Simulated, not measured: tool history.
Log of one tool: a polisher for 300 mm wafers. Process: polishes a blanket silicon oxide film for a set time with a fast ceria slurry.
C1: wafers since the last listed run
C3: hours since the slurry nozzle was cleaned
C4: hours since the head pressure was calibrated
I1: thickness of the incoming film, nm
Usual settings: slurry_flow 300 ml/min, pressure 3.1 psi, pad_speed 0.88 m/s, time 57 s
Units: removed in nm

run 1 hour=0 | slurry_flow=255 pressure=3.1 pad_speed=0.88 time=57 | C1=0 wafers_polished_on_this_pad=464 C3=196.9 C4=429 | I1=2525.3 | removed=699.4
run 2 hour=7.2 | slurry_flow=300 pressure=3.1 pad_speed=0.88 time=57 | C1=88 wafers_polished_on_this_pad=552 C3=204.1 C4=436.2 | I1=2525.7 | removed=702.1
-- hour=23.9 worn pad replaced by a new one
run 3 hour=24.4 | slurry_flow=300 pressure=3.1 pad_speed=0.88 time=57 | C1=161 wafers_polished_on_this_pad=6 C3=221.3 C4=453.4 | I1=2480 | removed=777.4
run 4 hour=27.5 | slurry_flow=300 pressure=3.1 pad_speed=0.88 time=57 | C1=37 wafers_polished_on_this_pad=44 C3=224.4 C4=456.5 | I1=2490.6 | removed=783.5
run 5 hour=39.1 | slurry_flow=300 pressure=3.1 pad_speed=0.88 time=57 | C1=141 wafers_polished_on_this_pad=186 C3=236 C4=468.1 | I1=2475.4 | removed=754.9
run 6 hour=54.9 | slurry_flow=300 pressure=3.1 pad_speed=0.88 time=57 | C1=193 wafers_polished_on_this_pad=379 C3=251.8 C4=483.9 | I1=2480 | removed=722.7
run 7 hour=64.7 | slurry_flow=300 pressure=3.6 pad_speed=0.88 time=57 | C1=119 wafers_polished_on_this_pad=499 C3=261.6 C4=493.7 | I1=2561.7 | removed=838.7
run 8 hour=74.5 | slurry_flow=300 pressure=3.6 pad_speed=0.88 time=57 | C1=119 wafers_polished_on_this_pad=619 C3=271.4 C4=503.5 | I1=2528.1 | removed=824.1
-- hour=86.7 worn pad replaced by a new one
run 9 hour=87.2 | slurry_flow=300 pressure=3.6 pad_speed=0.88 time=57 | C1=106 wafers_polished_on_this_pad=6 C3=284.1 C4=516.2 | I1=2509.4 | removed=915.4
run 10 hour=98.8 | slurry_flow=300 pressure=3.1 pad_speed=0.88 time=57 | C1=141 wafers_polished_on_this_pad=148 C3=295.7 C4=527.8 | I1=2509.8 | removed=738.3
run 11 hour=111.4 | slurry_flow=300 pressure=3.1 pad_speed=0.88 time=57 | C1=154 wafers_polished_on_this_pad=302 C3=308.3 C4=540.4 | I1=2490.8 | removed=716.5
-- hour=114.1 head pressure recalibrated
run 12 hour=118.2 | slurry_flow=300 pressure=3.1 pad_speed=0.88 time=57 | C1=58 wafers_polished_on_this_pad=361 C3=315.1 C4=4.1 | I1=2566.9 | removed=725.6
run 13 hour=127.8 | slurry_flow=300 pressure=3.1 pad_speed=0.88 time=57 | C1=117 wafers_polished_on_this_pad=478 C3=324.7 C4=13.7 | I1=2547.2 | removed=698.6
run 14 hour=139.9 | slurry_flow=300 pressure=3.1 pad_speed=0.88 time=57 | C1=148 wafers_polished_on_this_pad=626 C3=336.8 C4=25.8 | I1=2480.2 | removed=708.1
-- hour=150.5 worn pad replaced by a new one
run 15 hour=151 | slurry_flow=360 pressure=3.1 pad_speed=0.88 time=57 | C1=86 wafers_polished_on_this_pad=5 C3=347.9 C4=36.9 | I1=2491.3 | removed=796.7
run 16 hour=161.9 | slurry_flow=360 pressure=3.1 pad_speed=0.88 time=57 | C1=133 wafers_polished_on_this_pad=138 C3=358.8 C4=47.8 | I1=2505.8 | removed=766.9
run 17 hour=174.7 | slurry_flow=300 pressure=3.6 pad_speed=1.08 time=57 | C1=156 wafers_polished_on_this_pad=295 C3=371.6 C4=60.6 | I1=2514.4 | removed=957.2
run 18 hour=191.3 | slurry_flow=300 pressure=3.1 pad_speed=0.88 time=57 | C1=203 wafers_polished_on_this_pad=498 C3=388.2 C4=77.2 | I1=2543.1 | removed=715.9
run 19 hour=198.2 | slurry_flow=300 pressure=3.1 pad_speed=0.88 time=48 | C1=84 wafers_polished_on_this_pad=583 C3=395.1 C4=84.1 | I1=2512.9 | removed=588.9
run 20 hour=207.9 | slurry_flow=300 pressure=3.1 pad_speed=0.88 time=57 | C1=118 wafers_polished_on_this_pad=701 C3=404.8 C4=93.8 | I1=2565.7 | removed=699.6
-- hour=209.8 slurry nozzle cleaned
-- hour=213.9 worn pad replaced by a new one
run 21 hour=224.3 | slurry_flow=345 pressure=3.4 pad_speed=0.58 time=38 | C1=139 wafers_polished_on_this_pad=126 C3=14.5 C4=110.2 | I1=2535.3 | removed=420.4
run 22 hour=233.8 | slurry_flow=300 pressure=2.2 pad_speed=0.96 time=57 | C1=116 wafers_polished_on_this_pad=243 C3=24 C4=119.7 | I1=2540.4 | removed=558.3
run 23 hour=239.8 | slurry_flow=300 pressure=2.3 pad_speed=0.88 time=45 | C1=73 wafers_polished_on_this_pad=316 C3=30 C4=125.7 | I1=2522.8 | removed=430.3
run 24 hour=252.4 | slurry_flow=260 pressure=3.4 pad_speed=0.88 time=45 | C1=154 wafers_polished_on_this_pad=470 C3=42.6 C4=138.3 | I1=2515.9 | removed=600.8
run 25 hour=266.7 | slurry_flow=300 pressure=3.1 pad_speed=0.88 time=74 | C1=174 wafers_polished_on_this_pad=645 C3=56.9 C4=152.6 | I1=2566.2 | removed=920.2
run 26 hour=275.9 | slurry_flow=340 pressure=3.6 pad_speed=1.02 time=39 | C1=112 wafers_polished_on_this_pad=758 C3=66.1 C4=161.8 | I1=2490.8 | removed=626.3
-- hour=280.7 worn pad replaced by a new one
run 27 hour=282.6 | slurry_flow=300 pressure=3.1 pad_speed=0.64 time=57 | C1=33 wafers_polished_on_this_pad=22 C3=72.8 C4=168.5 | I1=2467.3 | removed=608.9
run 28 hour=298.3 | slurry_flow=300 pressure=3.7 pad_speed=0.88 time=57 | C1=192 wafers_polished_on_this_pad=215 C3=88.5 C4=184.2 | I1=2548 | removed=863.7

The next listed run, before its measurement:
run 29 hour=312.4 | slurry_flow=345 pressure=4.1 pad_speed=0.64 time=39 | C1=172 wafers_polished_on_this_pad=387 C3=102.6 C4=198.3 | I1=2509.7 | removed=?

{"run 29": {"removed": 520.8}}
Without the tool's hidden state the same run would have given removed 574.1 nm.
